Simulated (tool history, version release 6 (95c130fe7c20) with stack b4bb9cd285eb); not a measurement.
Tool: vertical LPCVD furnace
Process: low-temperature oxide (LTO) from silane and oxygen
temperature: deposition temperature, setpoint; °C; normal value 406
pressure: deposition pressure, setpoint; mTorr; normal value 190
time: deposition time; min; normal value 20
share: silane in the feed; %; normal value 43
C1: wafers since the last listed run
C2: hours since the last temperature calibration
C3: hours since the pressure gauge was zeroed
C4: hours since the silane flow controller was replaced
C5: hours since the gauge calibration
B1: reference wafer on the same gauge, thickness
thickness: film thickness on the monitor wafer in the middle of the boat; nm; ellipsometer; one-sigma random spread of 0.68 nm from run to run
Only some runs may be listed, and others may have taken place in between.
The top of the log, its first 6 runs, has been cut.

Run 7, hour 435.6: usual settings but time 23.5 min; C1 1582; C2 3822.2; C3 1585.8; C4 4287; C5 1285.8; B1 212.98. Result: thickness 228.53 nm.
At hour 488.9: thermocouples replaced and temperature profile calibrated.
Run 8, hour 489.4: usual settings but time 23.5 min; C1 490; C2 0.5; C3 1639.6; C4 4340.8; C5 1339.6; B1 213.13. Result: thickness 220.18 nm.
Run 9, hour 555.3: usual settings; C1 1085; C2 66.4; C3 1705.5; C4 4406.7; C5 1405.5; B1 213.06. Result: thickness 189.18 nm.
Run 10, hour 731.3: usual settings; C1 2898; C2 242.4; C3 1881.5; C4 4582.7; C5 1581.5; B1 212.98. Result: thickness 187.68 nm.
At hour 771: silane flow controller replaced.
Run 11, hour 830.5: usual settings but temperature 394 °C, time 16.5 min; C1 1238; C2 341.6; C3 1980.7; C4 59.5; C5 1680.7; B1 213.08. Result: thickness 133.56 nm.
Run 12, hour 895.7: usual settings but temperature 416 °C, pressure 230 mTorr, share 35 %; C1 1073; C2 406.8; C3 2045.9; C4 124.7; C5 1745.9; B1 212.9. Result: thickness 194.98 nm.
At hour 952.5: gauge calibrated.
Run 13, hour 990.4: usual settings but pressure 205 mTorr, time 25.5 min; C1 1559; C2 501.5; C3 2140.6; C4 219.4; C5 37.9; B1 213.11. Result: thickness 255.04 nm.
Run 14, hour 1070.2: usual settings but temperature 416 °C, pressure 230 mTorr, share 35 %; C1 1314; C2 581.3; C3 2220.4; C4 299.2; C5 117.7; B1 213.08. Result: thickness 194.06 nm.
Run 15, hour 1308.4: usual settings but pressure 220 mTorr, time 17 min, share 41 %; C1 3923; C2 819.5; C3 2458.6; C4 537.4; C5 355.9; B1 212.95. Result: thickness 172.54 nm.
Run 16, hour 1505.4: usual settings but temperature 414 °C, pressure 215 mTorr, share 48 %; C1 3244; C2 1016.5; C3 2655.6; C4 734.4; C5 552.9; B1 213.01. Result: thickness 253.59 nm.
Run 17, hour 1564.1: usual settings but pressure 155 mTorr; C1 966; C2 1075.2; C3 2714.3; C4 793.1; C5 611.6; B1 213.08. Result: thickness 151.89 nm.
At hour 1642.1: pressure gauge zeroed.
Run 18, hour 1642.6: usual settings but temperature 398 °C, pressure 150 mTorr; C1 897; C2 1153.7; C3 0.5; C4 871.6; C5 690.1; B1 212.87. Result: thickness 134.75 nm.
Run 19, hour 1717.8: usual settings but pressure 235 mTorr; C1 1238; C2 1228.9; C3 75.7; C4 946.8; C5 765.3; B1 213.05. Result: thickness 228.59 nm.
Run 20, hour 1754.3: usual settings; C1 601; C2 1265.4; C3 112.2; C4 983.3; C5 801.8; B1 213.08. Result: thickness 185.74 nm.
Run 21, hour 1833.2: usual settings but temperature 401 °C; C1 1299; C2 1344.3; C3 191.1; C4 1062.2; C5 880.7; B1 212.98. Result: thickness 176.28 nm.
Run 22, hour 1886.6: usual settings; C1 879; C2 1397.7; C3 244.5; C4 1115.6; C5 934.1; B1 213.02. Result: thickness 186.96 nm.
Run 23, hour 1947.6: usual settings but pressure 205 mTorr; C1 1004; C2 1458.7; C3 305.5; C4 1176.6; C5 995.1; B1 213.11. Result: thickness 200.65 nm.
Run 24, hour 1994.4: usual settings; C1 770; C2 1505.5; C3 352.3; C4 1223.4; C5 1041.9; B1 213.16. Result: thickness 186.83 nm.
Run 25, hour 2278.6: usual settings but share 35 %; C1 4680; C2 1789.7; C3 636.5; C4 1507.6; C5 1326.1; B1 213.19. Result: thickness 146.26 nm.
Run 26, hour 2342: usual settings; C1 1044; C2 1853.1; C3 699.9; C4 1571; C5 1389.5; B1 212.97. Result: thickness 187.67 nm.
Run 27, hour 2383.3: usual settings but pressure 230 mTorr; C1 680; C2 1894.4; C3 741.2; C4 1612.3; C5 1430.8; B1 213.24. Result: thickness 224.81 nm.
Run 28, hour 2469.3: usual settings but temperature 394 °C, time 16.5 min; C1 1416; C2 1980.4; C3 827.2; C4 1698.3; C5 1516.8; B1 213. Result: thickness 136.31 nm.
Run 29, hour 2641.5: usual settings but share 39 %; C1 2836; C2 2152.6; C3 999.4; C4 1870.5; C5 1689; B1 212.96. Result: thickness 168 nm.
Run 30, hour 2745.7: usual settings; C1 1716; C2 2256.8; C3 1103.6; C4 1974.7; C5 1793.2; B1 213.15. Result: thickness 187.04 nm.
Run 31, hour 2831.7: usual settings; C1 1416; C2 2342.8; C3 1189.6; C4 2060.7; C5 1879.2; B1 213.05. Result: thickness 187.57 nm.

Predict each of these 4 candidate next runs independently; none follows another, all start after run 31:
Run A, hour 2835.6: usual settings but pressure 175 mTorr; C1 64; C2 2346.7; C3 1193.5; C4 2064.6; C5 1883.1; B1 ?. Result: thickness ?.
Run B, hour 2835.6: usual settings but temperature 410 °C, pressure 210 mTorr; C1 64; C2 2346.7; C3 1193.5; C4 2064.6; C5 1883.1; B1 ?. Result: thickness ?.
Run C, hour 2835.6: usual settings but pressure 210 mTorr; C1 64; C2 2346.7; C3 1193.5; C4 2064.6; C5 1883.1; B1 ?. Result: thickness ?.
Run D, hour 2835.6: usual settings but temperature 398 °C; C1 64; C2 2346.7; C3 1193.5; C4 2064.6; C5 1883.1; B1 ?. Result: thickness ?.

run   B1  thickness
  A  213     173.26
  B  213     216.69
  C  213     207.91
  D  213     172.82
Without the tool's unlogged condition, the same runs would have read:
run  thickness
  A     169.07
  B     211.53
  C     202.89
  D     168.52
